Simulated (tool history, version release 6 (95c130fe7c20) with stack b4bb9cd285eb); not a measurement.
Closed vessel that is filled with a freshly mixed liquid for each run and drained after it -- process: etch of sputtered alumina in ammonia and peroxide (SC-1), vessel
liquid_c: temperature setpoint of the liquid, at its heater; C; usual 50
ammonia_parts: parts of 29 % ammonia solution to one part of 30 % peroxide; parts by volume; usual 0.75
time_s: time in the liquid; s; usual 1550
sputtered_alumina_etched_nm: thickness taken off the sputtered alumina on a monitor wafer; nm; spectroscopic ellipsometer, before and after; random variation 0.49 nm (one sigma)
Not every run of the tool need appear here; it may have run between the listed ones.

| run | day | liquid_c | ammonia_parts | time_s | read-back film thickness of the sputtered alumina reference wafer, read on the same gauge (nm) | sputtered_alumina_etched_nm |
|---|---|---|---|---|---|---|
| 1 | 0 | 46 | 0.95 | 1550 | 109.98 | 40.18 |
| 2 | 1.142 | 46 | 0.95 | 1550 | 110.01 | 40.4 |
| 3 | 1.925 | 47.5 | 0.65 | 1550 | 109.99 | 42.64 |
| 4 | 2.617 | 47.5 | 0.65 | 1550 | 110 | 42.28 |
| 5 | 3.517 | 47.5 | 0.65 | 1550 | 109.99 | 42.45 |
| 6 | 4.508 | 50 | 0.75 | 1550 | 110.03 | 48.93 |
| 7 | 5.654 | 50 | 0.75 | 1550 | 109.98 | 49.35 |
| 8 | 6.625 | 50 | 0.75 | 1550 | 110 | 49.72 |
|  | 7.292 | thermometer replaced |
| 9 | 7.454 | 50 | 0.75 | 1550 | 109.98 | 45.85 |
| 10 | 8.162 | 50 | 0.75 | 1550 | 110 | 46.24 |
| 11 | 9.079 | 50 | 0.75 | 1550 | 110 | 45.59 |
|  | 9.45 | ammonia flow meter replaced |
| 12 | 9.633 | 47.5 | 0.75 | 1550 | 110 | 39.72 |
| 13 | 10.462 | 47.5 | 0.75 | 1550 | 109.99 | 39.6 |
| 14 | 11.008 | 50 | 0.5 | 2045 | 110 | 57.29 |
|  | 12 | thermometer replaced, repeated, since the last time left the tool worse |
| 15 | 12.467 | 50 | 0.75 | 1550 | 110 | 54.64 |
|  | 13.154 | gauge calibrated |
| 16 | 13.633 | 50 | 0.75 | 1550 | 110 | 53.45 |
| 17 | 14.183 | 59.5 | 0.75 | 2235 | 110 | 130.28 |
|  | 14.692 | new drum of ammonia solution connected |
| 18 | 15.633 | 53 | 0.35 | 1910 | 110 | 71.69 |

Run 19 has not been measured yet. What should we expect?
| 19 | 16.312 | 42 | 0.4 | 1550 | ? | ? |

{"run 19": {"read-back film thickness of the sputtered alumina reference wafer, read on the same gauge (nm)": 109.99, "sputtered_alumina_etched_nm": 31.59}}
With no hidden state in the tool, this same run would have given sputtered_alumina_etched_nm 31.88 nm.

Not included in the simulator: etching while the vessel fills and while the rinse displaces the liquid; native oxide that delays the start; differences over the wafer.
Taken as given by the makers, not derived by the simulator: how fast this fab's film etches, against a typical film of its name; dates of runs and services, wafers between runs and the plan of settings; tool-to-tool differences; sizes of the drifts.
